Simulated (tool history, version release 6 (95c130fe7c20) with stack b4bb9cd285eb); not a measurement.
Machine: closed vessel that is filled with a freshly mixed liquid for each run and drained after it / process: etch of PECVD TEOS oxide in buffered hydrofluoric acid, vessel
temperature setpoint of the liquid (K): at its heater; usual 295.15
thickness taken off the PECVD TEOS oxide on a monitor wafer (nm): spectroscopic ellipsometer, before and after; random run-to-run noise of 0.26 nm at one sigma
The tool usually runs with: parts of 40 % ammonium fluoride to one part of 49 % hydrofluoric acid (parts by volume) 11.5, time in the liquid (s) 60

| run | hour | temperature setpoint of the liquid (K) | parts of 40 % ammonium fluoride to one part of 49 % hydrofluoric acid (parts by volume) | time in the liquid (s) | wafers since the last listed run | hours since the thermometer was replaced | hours since the hydrofluoric acid flow meter was replaced | hours since the gauge calibration | read-back film thickness of the PECVD TEOS oxide reference wafer, read on the same gauge (nm) | thickness taken off the PECVD TEOS oxide on a monitor wafer (nm) |
|---|---|---|---|---|---|---|---|---|---|---|
| 1 | 0.0 | 295.15 | 11.5 | 60 | 0 | 517.6 | 298.5 | 247.2 | 89.99 | 68.63 |
| 2 | 45.4 | 295.15 | 11.5 | 60 | 4326 | 563.0 | 343.9 | 292.6 | 89.97 | 68.52 |
| 3 | 92.4 | 295.15 | 11.5 | 60 | 4478 | 610.0 | 390.9 | 339.6 | 89.99 | 68.61 |
| 4 | 193.0 | 295.15 | 11.5 | 60 | 9586 | 710.6 | 491.5 | 440.2 | 90.00 | 68.92 |
| 5 | 263.0 | 295.15 | 11.5 | 60 | 6670 | 780.6 | 561.5 | 510.2 | 90.00 | 69.22 |
| 6 | 330.3 | 295.15 | 11.5 | 60 | 6413 | 847.9 | 628.8 | 577.5 | 89.99 | 69.14 |
| 7 | 548.3 | 295.15 | 11.5 | 60 | 20774 | 1065.9 | 846.8 | 795.5 | 89.99 | 70.06 |
| 8 | 698.3 | 291.65 | 11.5 | 45 | 14294 | 1215.9 | 996.8 | 945.5 | 89.99 | 43.10 |
| 9 | 781.6 | 291.65 | 11.5 | 45 | 7938 | 1299.2 | 1080.1 | 1028.8 | 90.02 | 43.25 |
| 10 | 874.5 | 291.65 | 11.5 | 45 | 8853 | 1392.1 | 1173.0 | 1121.7 | 90.01 | 43.86 |
|  | 950.0 | hydrofluoric acid flow meter replaced |
|  | 1155.7 | gauge calibrated |
| 11 | 1155.8 | 295.15 | 9.5 | 60 | 26711 | 1673.4 | 205.8 | 0.1 | 90.00 | 80.55 |
| 12 | 1245.9 | 295.15 | 9.5 | 60 | 8586 | 1763.5 | 295.9 | 90.2 | 90.01 | 79.88 |
| 13 | 1335.9 | 292.65 | 8.0 | 85 | 8576 | 1853.5 | 385.9 | 180.2 | 90.02 | 118.87 |
|  | 1369.8 | thermometer replaced |
| 14 | 1381.7 | 292.15 | 9.0 | 60 | 4269 | 11.9 | 431.7 | 226.0 | 89.98 | 71.22 |
| 15 | 1454.0 | 296.65 | 11.5 | 35 | 6890 | 84.2 | 504.0 | 298.3 | 89.98 | 43.71 |
| 16 | 1502.3 | 295.15 | 11.5 | 60 | 4602 | 132.5 | 552.3 | 346.6 | 89.99 | 69.15 |
| 17 | 1554.7 | 295.15 | 11.5 | 60 | 4993 | 184.9 | 604.7 | 399.0 | 90.01 | 69.36 |
| 18 | 1631.1 | 295.15 | 14.0 | 60 | 7280 | 261.3 | 681.1 | 475.4 | 89.98 | 57.08 |
| 19 | 1705.1 | 295.15 | 11.5 | 60 | 7052 | 335.3 | 755.1 | 549.4 | 90.00 | 69.81 |
| 20 | 1927.3 | 295.15 | 11.5 | 60 | 21175 | 557.5 | 977.3 | 771.6 | 89.98 | 70.82 |
| 21 | 2028.6 | 300.15 | 7.5 | 85 | 9653 | 658.8 | 1078.6 | 872.9 | 89.96 | 196.91 |
| 22 | 2071.7 | 296.65 | 10.0 | 60 | 4107 | 701.9 | 1121.7 | 916.0 | 90.01 | 86.19 |
|  | 2098.1 | hydrofluoric acid flow meter replaced |
| 23 | 2118.5 | 298.65 | 8.5 | 30 | 4364 | 748.7 | 20.4 | 962.8 | 90.02 | 53.49 |
| 24 | 2190.0 | 291.65 | 11.5 | 75 | 6813 | 820.2 | 91.9 | 1034.3 | 90.01 | 69.85 |

List, for all runs, the conditions of the tool that the log does not record:
liquid colder than its thermometer reads (K): 0 in every run
gauge reads high (%): 0 in every run
H1: hydrofluoric acid flow above the setpoint (%)
| run | H1 |
|---|---|
| 1 | 1.46 |
| 2 | 1.63 |
| 3 | 1.81 |
| 4 | 2.19 |
| 5 | 2.46 |
| 6 | 2.71 |
| 7 | 3.54 |
| 8 | 4.11 |
| 9 | 4.43 |
| 10 | 4.78 |
| 11 | 1.35 |
| 12 | 1.7 |
| 13 | 2.04 |
| 14 | 2.21 |
| 15 | 2.49 |
| 16 | 2.67 |
| 17 | 2.87 |
| 18 | 3.16 |
| 19 | 3.44 |
| 20 | 4.29 |
| 21 | 4.67 |
| 22 | 4.84 |
| 23 | 0.587 |
| 24 | 0.859 |
